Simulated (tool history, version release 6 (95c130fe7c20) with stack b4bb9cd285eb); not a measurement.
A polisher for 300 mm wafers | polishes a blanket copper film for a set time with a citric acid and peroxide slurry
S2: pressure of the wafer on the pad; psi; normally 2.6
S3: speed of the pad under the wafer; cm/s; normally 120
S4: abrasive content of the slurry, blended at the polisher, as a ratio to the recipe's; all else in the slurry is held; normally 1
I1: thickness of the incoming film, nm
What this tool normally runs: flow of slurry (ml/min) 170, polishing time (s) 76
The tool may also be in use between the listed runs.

Run 1, day 0: usual settings; I1 1191.8. Result: film removed (nm) 150.4.
Run 2, day 0.567: usual settings; I1 1167.1. Result: film removed (nm) 149.8.
Run 3, day 1.308: usual settings; I1 1168.1. Result: film removed (nm) 147.9.
Run 4, day 2.038: usual settings; I1 1199.4. Result: film removed (nm) 147.6.
Run 5, day 2.704: usual settings; I1 1195.9. Result: film removed (nm) 147.4.
At day 3.246: worn pad replaced by a new one.
Run 6, day 3.442: usual settings but flow of slurry (ml/min) 155; I1 1173.7. Result: film removed (nm) 144.3.
Run 7, day 3.733: usual settings but flow of slurry (ml/min) 155; I1 1179.4. Result: film removed (nm) 144.3.
Run 8, day 4.258: usual settings; I1 1180.1. Result: film removed (nm) 147.8.
Run 9, day 4.842: usual settings; I1 1176.6. Result: film removed (nm) 148.2.
Run 10, day 5.671: usual settings but flow of slurry (ml/min) 130; I1 1178.4. Result: film removed (nm) 138.6.
Run 11, day 6.342: usual settings; I1 1170.7. Result: film removed (nm) 148.1.
At day 6.783: slurry nozzle cleaned.
Run 12, day 6.821: usual settings; I1 1183.6. Result: film removed (nm) 155.1.
Run 13, day 7.258: usual settings; I1 1175.1. Result: film removed (nm) 155.
At day 7.579: worn pad replaced by a new one.
Run 14, day 8.371: usual settings but S2 3.2 psi, S4 1.05; I1 1189.3. Result: film removed (nm) 189.8.
Run 15, day 8.896: usual settings but S2 3.2 psi, S4 1.05; I1 1197.4. Result: film removed (nm) 191.3.
At day 9.371: slurry blender recalibrated.
Run 16, day 9.392: usual settings; I1 1177.7. Result: film removed (nm) 155.6.
Run 17, day 9.725: usual settings but S2 3.3 psi, S3 158 cm/s; I1 1169.3. Result: film removed (nm) 257.7.
Run 18, day 10.254: usual settings but polishing time (s) 52; I1 1198.6. Result: film removed (nm) 105.2.
Run 19, day 10.638: usual settings but S3 136 cm/s, S4 1.2, polishing time (s) 62; I1 1192.7. Result: film removed (nm) 150.1.
Run 20, day 10.892: usual settings but S2 2.1 psi, S3 156 cm/s; I1 1173.7. Result: film removed (nm) 160.4.
At day 11.117: head pressure recalibrated.
Run 21, day 11.167: usual settings but flow of slurry (ml/min) 195; I1 1156.5. Result: film removed (nm) 157.6.

For run 22, what comes out?
At day 11.392: worn pad replaced by a new one, of another model than before.
Run 22, day 12.696: usual settings but S3 154 cm/s; I1 1187.2. Result: film removed (nm) ?.

film removed (nm): 177.7
Minus the tool's unlogged condition, the same run would have read film removed (nm) 178.6.

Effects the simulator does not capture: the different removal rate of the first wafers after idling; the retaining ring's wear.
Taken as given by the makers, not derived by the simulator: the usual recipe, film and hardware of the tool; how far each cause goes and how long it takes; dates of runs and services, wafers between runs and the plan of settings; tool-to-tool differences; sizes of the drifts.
